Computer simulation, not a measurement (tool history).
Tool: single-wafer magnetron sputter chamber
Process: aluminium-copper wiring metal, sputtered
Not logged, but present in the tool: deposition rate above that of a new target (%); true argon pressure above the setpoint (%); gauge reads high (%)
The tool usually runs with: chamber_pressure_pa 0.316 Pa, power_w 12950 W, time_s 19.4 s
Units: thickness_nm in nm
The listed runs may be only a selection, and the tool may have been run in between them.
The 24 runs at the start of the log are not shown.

run	hour	chamber_pressure_pa	power_w	time_s	wafers since the last listed run	wafers on the sputter target	hours since the last manometer calibration	hours since the magnet pack was replaced	hours since the gauge calibration	read-back reference wafer on the same gauge, thickness_nm	thickness_nm
25	1508.6	0.316	12950	19.4	895	2131	774	75	793.9	535.609	465.151
26	1532.9	0.266	11700	22	788	2919	798.3	99.3	818.2	534.583	501.257
27	1598	0.235	12950	17.4	2111	5031	863.4	164.4	883.3	536.719	444.923
28	1639.4	0.361	15000	19.4	1342	6374	904.8	205.8	924.7	535.839	505.045
29	1701.2	0.401	11500	20.6	2004	8378	966.6	267.6	986.5	535.824	410.882
30	1730.7	0.435	11900	19.4	956	9335	996.1	297.1	1016	535.352	386.709
31	1769.6	0.2	9850	22.3	1261	10597	1035	336	1054.9	536.48	455.046
32	1812.2	0.198	11500	22.6	1381	11979	1077.6	378.6	1097.5	536.322	528.795
33	1880.7	0.316	12950	19.4	2222	14201	1146.1	447.1	1166	535.858	461.504
# hour 1911.9: sputter target and shields replaced
34	1919.9	0.223	11400	19.4	1012	260	1185.3	486.3	1205.2	536.553	454.217
35	1965.5	0.316	9800	19.4	1479	1740	1230.9	531.9	1250.8	536.219	364.848

Here are 3 independent what-if runs from the current tool condition. What would each one return?
A	1965.9	0.316	12950	19.4	12	1753	1231.3	532.3	1251.2	?	?
B	1965.9	0.316	11300	17.4	12	1753	1231.3	532.3	1251.2	?	?
C	1965.9	0.249	11200	21.1	12	1753	1231.3	532.3	1251.2	?	?

run	read-back reference wafer on the same gauge, thickness_nm	thickness_nm
A	536.662	469.113
B	536.662	372.256
C	536.662	474.057
With the hidden condition removed and each run's random variation left untouched, the same runs would have given:
run	thickness_nm
A	470.559
B	373.404
C	475.518
